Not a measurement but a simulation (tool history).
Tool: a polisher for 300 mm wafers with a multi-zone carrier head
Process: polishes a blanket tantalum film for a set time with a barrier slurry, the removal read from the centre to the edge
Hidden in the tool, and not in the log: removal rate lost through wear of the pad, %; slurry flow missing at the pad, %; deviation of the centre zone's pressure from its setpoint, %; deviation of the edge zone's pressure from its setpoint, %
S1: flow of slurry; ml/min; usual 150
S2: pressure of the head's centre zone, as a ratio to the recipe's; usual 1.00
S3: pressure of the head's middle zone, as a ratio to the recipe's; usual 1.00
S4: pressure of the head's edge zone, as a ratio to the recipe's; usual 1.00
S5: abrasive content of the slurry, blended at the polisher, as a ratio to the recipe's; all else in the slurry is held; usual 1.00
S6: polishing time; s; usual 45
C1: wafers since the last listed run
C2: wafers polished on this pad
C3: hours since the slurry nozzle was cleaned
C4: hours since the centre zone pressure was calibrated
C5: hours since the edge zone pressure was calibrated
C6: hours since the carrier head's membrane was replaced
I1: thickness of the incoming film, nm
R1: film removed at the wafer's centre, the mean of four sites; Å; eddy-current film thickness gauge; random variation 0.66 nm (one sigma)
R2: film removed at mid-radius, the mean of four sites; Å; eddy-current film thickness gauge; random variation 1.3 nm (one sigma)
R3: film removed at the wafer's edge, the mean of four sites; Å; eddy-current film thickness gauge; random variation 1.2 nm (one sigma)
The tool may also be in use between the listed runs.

run 1 hour=0.0 | S1=150 S2=1.00 S3=1.00 S4=1.00 S5=1.00 S6=45 | C1=0 C2=994 C3=417.8 C4=37.1 C5=558.9 C6=154.1 | I1=248.9 | R1=1041 R2=1030 R3=1029
run 2 hour=24.1 | S1=150 S2=1.00 S3=1.00 S4=1.00 S5=1.00 S6=45 | C1=238 C2=1233 C3=441.9 C4=61.2 C5=583.0 C6=178.2 | I1=249.5 | R1=1033 R2=1031 R3=1022
run 3 hour=45.2 | S1=150 S2=1.00 S3=1.00 S4=1.00 S5=1.00 S6=45 | C1=208 C2=1442 C3=463.0 C4=82.3 C5=604.1 C6=199.3 | I1=251.6 | R1=1035 R2=1011 R3=1000
run 4 hour=71.1 | S1=195 S2=0.93 S3=1.00 S4=0.92 S5=0.90 S6=45 | C1=256 C2=1698 C3=488.9 C4=108.2 C5=630.0 C6=225.2 | I1=251.9 | R1=980 R2=1001 R3=998
run 5 hour=104.1 | S1=150 S2=1.00 S3=1.00 S4=1.08 S5=1.00 S6=45 | C1=326 C2=2024 C3=521.9 C4=141.2 C5=663.0 C6=258.2 | I1=246.0 | R1=1041 R2=1037 R3=1046
-- hour=123.8 slurry nozzle cleaned
run 6 hour=127.2 | S1=150 S2=1.00 S3=1.00 S4=1.00 S5=0.85 S6=45 | C1=218 C2=2243 C3=3.4 C4=164.3 C5=686.1 C6=281.3 | I1=247.9 | R1=979 R2=984 R3=955
-- hour=145.8 worn pad replaced by a new one
run 7 hour=184.2 | S1=150 S2=1.00 S3=1.00 S4=1.00 S5=1.00 S6=45 | C1=524 C2=380 C3=60.4 C4=221.3 C5=743.1 C6=338.3 | I1=250.6 | R1=1024 R2=1028 R3=1025
run 8 hour=208.3 | S1=150 S2=1.11 S3=1.00 S4=1.00 S5=1.00 S6=45 | C1=238 C2=618 C3=84.5 C4=245.4 C5=767.2 C6=362.4 | I1=249.9 | R1=1098 R2=1040 R3=1023
-- hour=235.6 edge zone pressure recalibrated
run 9 hour=242.1 | S1=150 S2=0.94 S3=1.00 S4=1.00 S5=1.00 S6=30 | C1=314 C2=933 C3=118.3 C4=279.2 C5=6.5 C6=396.2 | I1=246.8 | R1=652 R2=680 R3=689
run 10 hour=273.6 | S1=165 S2=1.00 S3=1.00 S4=1.00 S5=1.00 S6=30 | C1=311 C2=1244 C3=149.8 C4=310.7 C5=38.0 C6=427.7 | I1=246.3 | R1=683 R2=681 R3=683
run 11 hour=304.5 | S1=150 S2=1.00 S3=1.00 S4=0.93 S5=1.00 S6=40 | C1=305 C2=1550 C3=180.7 C4=341.6 C5=68.9 C6=458.6 | I1=249.4 | R1=899 R2=907 R3=892
run 12 hour=324.3 | S1=105 S2=1.00 S3=1.06 S4=1.00 S5=1.00 S6=45 | C1=195 C2=1746 C3=200.5 C4=361.4 C5=88.7 C6=478.4 | I1=253.7 | R1=945 R2=1012 R3=976
run 13 hour=343.0 | S1=150 S2=0.95 S3=1.00 S4=1.00 S5=0.90 S6=45 | C1=185 C2=1931 C3=219.2 C4=380.1 C5=107.4 C6=497.1 | I1=254.6 | R1=936 R2=998 R3=982
run 14 hour=378.5 | S1=170 S2=1.00 S3=1.05 S4=1.00 S5=1.00 S6=45 | C1=351 C2=2282 C3=254.7 C4=415.6 C5=142.9 C6=532.6 | I1=247.9 | R1=1019 R2=1085 R3=1032
-- hour=400.9 worn pad replaced by a new one
run 15 hour=407.8 | S1=150 S2=1.00 S3=1.00 S4=1.00 S5=0.75 S6=32 | C1=250 C2=68 C3=284.0 C4=444.9 C5=172.2 C6=561.9 | I1=248.6 | R1=631 R2=664 R3=673
run 16 hour=441.8 | S1=150 S2=1.00 S3=1.04 S4=1.00 S5=0.80 S6=45 | C1=336 C2=404 C3=318.0 C4=478.9 C5=206.2 C6=595.9 | I1=248.2 | R1=913 R2=988 R3=946
run 17 hour=461.4 | S1=165 S2=1.00 S3=1.00 S4=1.00 S5=1.00 S6=45 | C1=193 C2=598 C3=337.6 C4=498.5 C5=225.8 C6=615.5 | I1=249.6 | R1=984 R2=1040 R3=1025
run 18 hour=484.2 | S1=150 S2=1.00 S3=1.00 S4=1.00 S5=1.00 S6=38 | C1=225 C2=824 C3=360.4 C4=521.3 C5=248.6 C6=638.3 | I1=249.9 | R1=823 R2=890 R3=858
-- hour=507.7 centre zone pressure recalibrated
run 19 hour=517.2 | S1=150 S2=1.00 S3=0.88 S4=1.00 S5=1.00 S6=34 | C1=306 C2=1131 C3=393.4 C4=9.5 C5=281.6 C6=671.3 | I1=245.2 | R1=784 R2=715 R3=783
run 20 hour=530.4 | S1=100 S2=1.11 S3=1.00 S4=1.00 S5=1.15 S6=45 | C1=130 C2=1261 C3=406.6 C4=22.7 C5=294.8 C6=684.5 | I1=250.8 | R1=1122 R2=1029 R3=1024
run 21 hour=560.8 | S1=110 S2=0.89 S3=1.00 S4=1.05 S5=1.25 S6=45 | C1=300 C2=1562 C3=437.0 C4=53.1 C5=325.2 C6=714.9 | I1=248.1 | R1=968 R2=1064 R3=1053
run 22 hour=575.1 | S1=115 S2=1.00 S3=0.93 S4=1.00 S5=0.90 S6=45 | C1=141 C2=1703 C3=451.3 C4=67.4 C5=339.5 C6=729.2 | I1=245.3 | R1=969 R2=909 R3=961

Forecast each of these 4 alternatives for the next run:
run A hour=575.5 | S1=150 S2=1.00 S3=1.00 S4=1.00 S5=1.00 S6=45 | C1=3 C2=1707 C3=451.7 C4=67.8 C5=339.9 C6=729.6 | I1=251.0 | R1=? R2=? R3=?
run B hour=575.5 | S1=125 S2=1.00 S3=1.00 S4=1.00 S5=1.00 S6=45 | C1=3 C2=1707 C3=451.7 C4=67.8 C5=339.9 C6=729.6 | I1=251.0 | R1=? R2=? R3=?
run C hour=575.5 | S1=175 S2=1.11 S3=1.00 S4=1.00 S5=1.00 S6=45 | C1=3 C2=1707 C3=451.7 C4=67.8 C5=339.9 C6=729.6 | I1=251.0 | R1=? R2=? R3=?
run D hour=575.5 | S1=150 S2=1.05 S3=1.00 S4=1.00 S5=1.00 S6=37 | C1=3 C2=1707 C3=451.7 C4=67.8 C5=339.9 C6=729.6 | I1=251.0 | R1=? R2=? R3=?

run=A R1=1048 R2=1026 R3=1034
run=B R1=1022 R2=1003 R3=1017
run=C R1=1162 R2=1044 R3=1047
run=D R1=896 R2=843 R3=850
Without the tool's hidden state the same runs would have given:
run=A R1=1050 R2=1026 R3=1034
run=B R1=1023 R2=1003 R3=1017
run=C R1=1164 R2=1044 R3=1047
run=D R1=897 R2=843 R3=850

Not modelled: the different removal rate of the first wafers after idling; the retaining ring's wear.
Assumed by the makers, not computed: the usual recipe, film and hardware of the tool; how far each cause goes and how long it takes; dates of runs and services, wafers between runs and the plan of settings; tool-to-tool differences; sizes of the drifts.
